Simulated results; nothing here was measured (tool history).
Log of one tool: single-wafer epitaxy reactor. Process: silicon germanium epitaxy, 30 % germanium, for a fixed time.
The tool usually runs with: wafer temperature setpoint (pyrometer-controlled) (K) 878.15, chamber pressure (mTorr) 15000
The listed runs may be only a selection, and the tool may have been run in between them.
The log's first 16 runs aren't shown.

| run | hour | wafer temperature setpoint (pyrometer-controlled) (K) | chamber pressure (mTorr) | wafers since the last listed run | hours since the last pyrometer calibration | hours since the last manometer calibration | hours since the showerhead was replaced | hours since the gauge calibration | read-back reference wafer on the same gauge, thickness_nm | mean film thickness on the monitor wafer (angstrom) |
|---|---|---|---|---|---|---|---|---|---|---|
| 17 | 181.8 | 867.15 | 12100 | 207 | 2884.2 | 13.5 | 2572.4 | 33.5 | 61.81 | 480.4 |
|  | 196.9 | pyrometer calibrated |
| 18 | 208.3 | 883.15 | 12100 | 295 | 11.4 | 40 | 2598.9 | 60 | 61.797 | 716.61 |
| 19 | 214.5 | 892.15 | 16000 | 98 | 17.6 | 46.2 | 2605.1 | 66.2 | 61.791 | 916.88 |
| 20 | 259.1 | 872.15 | 17300 | 711 | 62.2 | 90.8 | 2649.7 | 110.8 | 61.807 | 623.07 |
|  | 271.2 | showerhead replaced |
| 21 | 273.7 | 889.15 | 12600 | 105 | 76.8 | 105.4 | 2.5 | 125.4 | 61.815 | 814.71 |
| 22 | 288.5 | 878.15 | 15000 | 236 | 91.6 | 120.2 | 17.3 | 140.2 | 61.772 | 680.11 |
| 23 | 303.5 | 874.15 | 18600 | 239 | 106.6 | 135.2 | 32.3 | 155.2 | 61.828 | 662.11 |
| 24 | 356.2 | 885.15 | 11500 | 841 | 159.3 | 187.9 | 85 | 207.9 | 61.81 | 738.17 |
| 25 | 365.6 | 888.15 | 15000 | 150 | 168.7 | 197.3 | 94.4 | 217.3 | 61.785 | 834.51 |
|  | 413.3 | gauge calibrated |
| 26 | 416.3 | 878.15 | 15000 | 809 | 219.4 | 248 | 145.1 | 3 | 61.793 | 678.19 |
| 27 | 432.8 | 890.15 | 15000 | 263 | 235.9 | 264.5 | 161.6 | 19.5 | 61.807 | 868.32 |
| 28 | 442 | 878.15 | 15000 | 146 | 245.1 | 273.7 | 170.8 | 28.7 | 61.779 | 682.96 |
| 29 | 454.4 | 890.15 | 13100 | 197 | 257.5 | 286.1 | 183.2 | 41.1 | 61.811 | 840.1 |
| 30 | 467.9 | 878.15 | 15000 | 215 | 271 | 299.6 | 196.7 | 54.6 | 61.806 | 681.41 |
| 31 | 484.5 | 885.15 | 13200 | 264 | 287.6 | 316.2 | 213.3 | 71.2 | 61.795 | 760.38 |
| 32 | 493.1 | 868.15 | 14000 | 137 | 296.2 | 324.8 | 221.9 | 79.8 | 61.821 | 541.82 |

What if the next run were any one of these 4? Each begins from the tool's condition after run 32:
| A | 493.5 | 878.15 | 15000 | 6 | 296.6 | 325.2 | 222.3 | 80.2 | ? | ? |
| B | 493.5 | 874.15 | 11600 | 6 | 296.6 | 325.2 | 222.3 | 80.2 | ? | ? |
| C | 493.5 | 874.15 | 17300 | 6 | 296.6 | 325.2 | 222.3 | 80.2 | ? | ? |
| D | 493.5 | 884.15 | 13500 | 6 | 296.6 | 325.2 | 222.3 | 80.2 | ? | ? |

| run | read-back reference wafer on the same gauge, thickness_nm | mean film thickness on the monitor wafer (angstrom) |
|---|---|---|
| A | 61.828 | 680.72 |
| B | 61.828 | 589.81 |
| C | 61.828 | 649.83 |
| D | 61.828 | 750.03 |
What these runs would have given with no unlogged condition in the tool:
| run | mean film thickness on the monitor wafer (angstrom) |
|---|---|
| A | 680.3 |
| B | 589.44 |
| C | 649.42 |
| D | 749.57 |
